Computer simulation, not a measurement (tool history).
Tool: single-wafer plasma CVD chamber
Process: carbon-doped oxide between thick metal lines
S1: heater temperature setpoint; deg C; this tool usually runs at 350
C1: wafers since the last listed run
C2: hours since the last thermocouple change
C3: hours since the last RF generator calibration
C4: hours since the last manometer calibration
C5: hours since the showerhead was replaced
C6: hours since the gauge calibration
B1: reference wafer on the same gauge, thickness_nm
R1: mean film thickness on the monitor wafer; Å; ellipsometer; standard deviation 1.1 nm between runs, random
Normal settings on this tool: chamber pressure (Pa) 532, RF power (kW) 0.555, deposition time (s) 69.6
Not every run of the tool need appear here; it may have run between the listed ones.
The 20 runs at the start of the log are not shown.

-- hour=455.9 RF generator calibrated
run 21 hour=464.9 | S1=350 chamber_pressure_(Pa)=532 RF_power_(kW)=0.555 deposition_time_(s)=69.6 | C1=257 C2=570.8 C3=9.0 C4=570.3 C5=224.8 C6=223.1 | B1=312.960 | R1=3370.24
run 22 hour=496.6 | S1=350 chamber_pressure_(Pa)=532 RF_power_(kW)=0.555 deposition_time_(s)=69.6 | C1=504 C2=602.5 C3=40.7 C4=602.0 C5=256.5 C6=254.8 | B1=313.303 | R1=3329.81
run 23 hour=525.3 | S1=350 chamber_pressure_(Pa)=415 RF_power_(kW)=0.510 deposition_time_(s)=78.4 | C1=456 C2=631.2 C3=69.4 C4=630.7 C5=285.2 C6=283.5 | B1=313.056 | R1=3396.77
run 24 hour=542.1 | S1=346 chamber_pressure_(Pa)=532 RF_power_(kW)=0.555 deposition_time_(s)=69.6 | C1=267 C2=648.0 C3=86.2 C4=647.5 C5=302.0 C6=300.3 | B1=312.945 | R1=3348.03
run 25 hour=571.3 | S1=350 chamber_pressure_(Pa)=407 RF_power_(kW)=0.555 deposition_time_(s)=69.6 | C1=464 C2=677.2 C3=115.4 C4=676.7 C5=331.2 C6=329.5 | B1=313.103 | R1=3250.01
run 26 hour=588.8 | S1=340 chamber_pressure_(Pa)=481 RF_power_(kW)=0.510 deposition_time_(s)=77.3 | C1=278 C2=694.7 C3=132.9 C4=694.2 C5=348.7 C6=347.0 | B1=312.784 | R1=3438.74
run 27 hour=619.4 | S1=350 chamber_pressure_(Pa)=415 RF_power_(kW)=0.510 deposition_time_(s)=78.4 | C1=487 C2=725.3 C3=163.5 C4=724.8 C5=379.3 C6=377.6 | B1=312.769 | R1=3350.13
run 28 hour=654.7 | S1=350 chamber_pressure_(Pa)=532 RF_power_(kW)=0.555 deposition_time_(s)=69.6 | C1=562 C2=760.6 C3=198.8 C4=760.1 C5=414.6 C6=412.9 | B1=312.783 | R1=3291.09
run 29 hour=668.6 | S1=350 chamber_pressure_(Pa)=573 RF_power_(kW)=0.555 deposition_time_(s)=69.6 | C1=221 C2=774.5 C3=212.7 C4=774.0 C5=428.5 C6=426.8 | B1=312.664 | R1=3304.64
run 30 hour=699.7 | S1=344 chamber_pressure_(Pa)=532 RF_power_(kW)=0.555 deposition_time_(s)=59.6 | C1=495 C2=805.6 C3=243.8 C4=805.1 C5=459.6 C6=457.9 | B1=312.829 | R1=2856.06

Below are 3 alternative next runs, each starting from the tool's condition after run 30. Predict each:
run A hour=700.1 | S1=350 chamber_pressure_(Pa)=532 RF_power_(kW)=0.555 deposition_time_(s)=69.6 | C1=6 C2=806.0 C3=244.2 C4=805.5 C5=460.0 C6=458.3 | B1=? | R1=?
run B hour=700.1 | S1=350 chamber_pressure_(Pa)=461 RF_power_(kW)=0.640 deposition_time_(s)=80.8 | C1=6 C2=806.0 C3=244.2 C4=805.5 C5=460.0 C6=458.3 | B1=? | R1=?
run C hour=700.1 | S1=350 chamber_pressure_(Pa)=532 RF_power_(kW)=0.645 deposition_time_(s)=69.6 | C1=6 C2=806.0 C3=244.2 C4=805.5 C5=460.0 C6=458.3 | B1=? | R1=?

run=A B1=312.656 R1=3289.55
run=B B1=312.656 R1=4309.61
run=C B1=312.656 R1=3777.32
The same runs, with their run-to-run variation unchanged, on a tool lacking any hidden condition would have given:
run=A R1=3372.23
run=B R1=4412.22
run=C R1=3867.26
